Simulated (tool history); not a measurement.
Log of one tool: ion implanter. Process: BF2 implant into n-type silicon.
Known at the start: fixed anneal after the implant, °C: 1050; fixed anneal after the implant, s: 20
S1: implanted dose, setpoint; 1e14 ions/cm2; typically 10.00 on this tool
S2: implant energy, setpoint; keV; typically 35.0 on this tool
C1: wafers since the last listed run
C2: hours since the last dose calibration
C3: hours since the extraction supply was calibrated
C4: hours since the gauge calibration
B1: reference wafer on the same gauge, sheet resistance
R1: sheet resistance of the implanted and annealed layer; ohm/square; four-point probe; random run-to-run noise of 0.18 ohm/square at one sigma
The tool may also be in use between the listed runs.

run,day,S1,S2,C1,C2,C3,C4,B1,R1
1,0.000,10.00,35.0,0,1052.5,3260.2,1482.1,130.00,121.41
2,1.175,10.00,35.0,641,1080.7,3288.4,1510.3,130.01,121.21
# day 2.525: gauge calibrated
3,3.800,10.00,35.0,1432,1143.7,3351.4,30.6,129.95,121.33
# day 5.767: Faraday cup replaced and dose calibrated
4,6.067,11.06,35.0,1055,7.2,3405.8,85.0,130.00,111.39
5,8.542,11.06,35.0,1351,66.6,3465.2,144.4,130.05,111.66
6,11.275,10.00,35.0,1492,132.2,3530.8,210.0,129.98,119.89
7,13.692,10.00,35.0,1319,190.2,3588.8,268.0,130.03,119.97
8,15.512,10.00,35.0,993,233.9,3632.5,311.7,130.00,119.94
9,17.750,10.00,35.0,1221,287.6,3686.2,365.4,129.96,120.49
10,23.133,10.00,35.0,2938,416.8,3815.4,494.6,130.00,120.17
# day 23.738: extraction supply calibrated
11,24.433,10.00,35.0,527,448.0,16.7,525.8,129.99,121.51
12,26.000,10.00,35.0,855,485.6,54.3,563.4,130.01,121.32
13,28.008,7.57,44.5,1096,533.8,102.5,611.6,129.95,148.56
14,30.433,8.83,23.5,1323,592.0,160.7,669.8,129.94,143.67
15,32.758,7.99,40.5,1269,647.8,216.5,725.6,129.95,143.59
16,34.954,12.17,26.0,1198,700.5,269.2,778.3,129.99,115.12
17,37.017,10.00,35.0,1125,750.0,318.7,827.8,130.06,121.82
18,38.896,12.40,41.0,1025,795.1,363.8,872.9,130.03,101.73
19,41.812,10.00,35.0,1592,865.1,433.8,942.9,130.03,121.70
20,44.188,10.00,35.0,1296,922.1,490.8,999.9,130.02,121.84
21,46.275,8.07,35.0,1139,972.2,540.9,1050.0,129.97,145.42
# day 49.025: Faraday cup replaced and dose calibrated
22,49.129,10.00,26.0,1376,2.5,609.4,1118.5,130.01,128.25
23,51.021,8.30,42.5,1032,47.9,654.8,1163.9,130.03,136.07
24,52.133,8.23,43.5,607,74.6,681.5,1190.6,129.96,137.04
25,54.767,10.00,35.0,1437,137.8,744.7,1253.8,130.01,120.72
26,56.008,9.21,27.5,677,167.6,774.5,1283.6,129.95,134.36
27,64.825,10.00,35.0,4813,379.2,986.1,1495.2,129.97,121.13
28,65.946,7.00,35.0,611,406.1,1013.0,1522.1,129.98,162.48
29,67.233,9.03,41.5,702,437.0,1043.9,1553.0,129.96,127.67
30,69.746,11.41,46.0,1371,497.3,1104.2,1613.3,130.03,104.75
31,71.425,7.13,42.0,916,537.6,1144.5,1653.6,129.97,157.60
32,72.975,12.37,47.0,846,574.8,1181.7,1690.8,130.01,98.96
# day 73.746: gauge calibrated
33,75.646,8.03,45.5,1458,638.9,1245.8,45.6,130.02,140.33
34,77.775,11.27,35.0,1162,690.0,1296.9,96.7,130.00,111.42
35,79.054,10.00,41.0,698,720.7,1327.6,127.4,129.95,118.08
36,80.483,12.47,35.0,780,755.0,1361.9,161.7,130.00,104.66

5 options for the next run, each taken on its own from the tool as it stands now. Forecast them:
A,80.500,10.00,35.0,9,755.4,1362.3,162.1,?,?
B,80.500,10.00,42.5,9,755.4,1362.3,162.1,?,?
C,80.500,10.00,26.5,9,755.4,1362.3,162.1,?,?
D,80.500,8.56,38.0,9,755.4,1362.3,162.1,?,?
E,80.500,8.89,43.0,9,755.4,1362.3,162.1,?,?

run,B1,R1
A,130.02,121.36
B,130.02,117.53
C,130.02,128.39
D,130.02,135.73
E,130.02,129.39
With no hidden state in the tool, these same runs would have given:
run,R1
A,120.33
B,116.45
C,127.41
D,134.41
E,128.12
